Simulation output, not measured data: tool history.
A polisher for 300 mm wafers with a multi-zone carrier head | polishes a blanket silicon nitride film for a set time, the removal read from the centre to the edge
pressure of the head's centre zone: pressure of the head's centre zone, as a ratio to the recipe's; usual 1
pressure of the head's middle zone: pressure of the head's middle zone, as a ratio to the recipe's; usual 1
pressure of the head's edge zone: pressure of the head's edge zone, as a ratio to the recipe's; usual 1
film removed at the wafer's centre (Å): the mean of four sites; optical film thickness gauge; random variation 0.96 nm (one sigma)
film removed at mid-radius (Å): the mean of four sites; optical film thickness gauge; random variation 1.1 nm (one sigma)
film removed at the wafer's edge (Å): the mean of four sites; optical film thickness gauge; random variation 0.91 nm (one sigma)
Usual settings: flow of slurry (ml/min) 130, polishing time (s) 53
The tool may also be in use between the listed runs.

run     day  flow of slurry (ml/min)  pressure of the head's centre zone  pressure of the head's middle zone  pressure of the head's edge zone  polishing time (s)  incoming thickness of the incoming film, nm  film removed at the wafer's centre (Å)  film removed at mid-radius (Å)  film removed at the wafer's edge (Å)
  1       0                      130                                   1                                0.92                                 1                  53                                        407.2                                    1500                            1393                                  1502
      1.946  -- worn pad replaced by a new one
  2    4.05                      130                                   1                                0.92                                 1                  53                                        402.2                                    1435                            1358                                  1478
      5.596  -- slurry nozzle cleaned
        7.3  -- edge zone pressure recalibrated
  3   7.321                      130                                   1                                   1                              0.94                  53                                        393.5                                    1523                            1507                                  1464
  4  10.283                      130                                   1                                   1                              0.94                  53                                        403.3                                    1541                            1505                                  1476
  5  13.783                      130                                   1                                   1                              0.94                  53                                        397.8                                    1523                            1492                                  1450
     14.362  -- centre zone pressure recalibrated
  6  16.904                      130                                   1                                   1                                 1                  53                                        396.4                                    1468                            1465                                  1486
     18.071  -- worn pad replaced by a new one
  7  19.329                      130                                   1                                   1                                 1                  53                                        398.4                                    1450                            1423                                  1468
  8  21.167                      130                                   1                                   1                                 1                  53                                        396.5                                    1423                            1409                                  1450
     22.833  -- slurry nozzle cleaned
  9  23.112                      130                                   1                                   1                                 1                  45                                        404.3                                    1294                            1294                                  1281
 10  25.304                      155                                 0.9                                1.09                              1.06                  53                                        402.3                                    1431                            1664                                  1576
 11   28.05                      130                                   1                                   1                                 1                  53                                        395.9                                    1517                            1480                                  1517
 12  31.496                      130                                0.94                                   1                              1.11                  67                                        401.1                                    1802                            1892                                  2006
     32.783  -- carrier head's membrane replaced by a new one
     34.996  -- edge zone pressure recalibrated
 13  35.046                      110                                0.93                                   1                                 1                  38                                        395.7                                     916                             997                                  1025
     35.338  -- worn pad replaced by a new one
 14   38.45                      130                                0.93                                   1                                 1                  63                                        392.6                                    1567                            1676                                  1722
     39.696  -- slurry nozzle cleaned
     42.554  -- centre zone pressure recalibrated
 15  42.858                      130                                   1                                1.04                              1.08                  41                                        397.6                                    1182                            1190                                  1216
 16  45.383                      130                                   1                                   1                                 1                  53                                        398.3                                    1524                            1499                                  1508
 17  47.192                       95                                0.89                                0.88                                 1                  46                                        394.1                                    1050                            1064                                  1221
 18  51.092                       85                                1.11                                   1                              1.06                  53                                        401.8                                    1370                            1236                                  1388
 19  53.021                       85                                   1                                   1                                 1                  53                                        401.5                                    1221                            1249                                  1327
     53.262  -- worn pad replaced by a new one
 20  54.838                      130                                0.94                                   1                                 1                  44                                        395.7                                    1117                            1169                                  1211
     55.271  -- slurry nozzle cleaned
 21    58.1                      130                                   1                                   1                                 1                  68                                        391.6                                    1972                            1919                                  1934

Some steps in film removed at the wafer's centre (Å) between neighbouring runs. How much of each would the tool show without its hidden state too (settings, what came in, random variation), and how much is left for the hidden state, with any gauge scatter that isn't in both results?
The hidden state here: removal rate lost through wear of the pad, %; slurry flow missing at the pad, %; deviation of the centre zone's pressure from its setpoint, %; deviation of the edge zone's pressure from its setpoint, %.
Run 8 -> 9: polishing time (s) 53 -> 45, slurry nozzle cleaned. film removed at the wafer's centre (Å) -129: hidden state +106, all else -235.
Run 12 -> 13: flow of slurry (ml/min) 130 -> 110, pressure of the head's centre zone 0.94 -> 0.93, pressure of the head's edge zone 1.11 -> 1, polishing time (s) 67 -> 38, carrier head's membrane replaced by a new one, edge zone pressure recalibrated. film removed at the wafer's centre (Å) -886: hidden state -8, all else -878.
Run 14 -> 15: pressure of the head's centre zone 0.93 -> 1, pressure of the head's middle zone 1 -> 1.04, pressure of the head's edge zone 1 -> 1.08, polishing time (s) 63 -> 41, slurry nozzle cleaned, centre zone pressure recalibrated. film removed at the wafer's centre (Å) -385: hidden state +118, all else -503.
Run 20 -> 21: pressure of the head's centre zone 0.94 -> 1, polishing time (s) 44 -> 68, slurry nozzle cleaned. film removed at the wafer's centre (Å) +855: hidden state +67, all else +788.

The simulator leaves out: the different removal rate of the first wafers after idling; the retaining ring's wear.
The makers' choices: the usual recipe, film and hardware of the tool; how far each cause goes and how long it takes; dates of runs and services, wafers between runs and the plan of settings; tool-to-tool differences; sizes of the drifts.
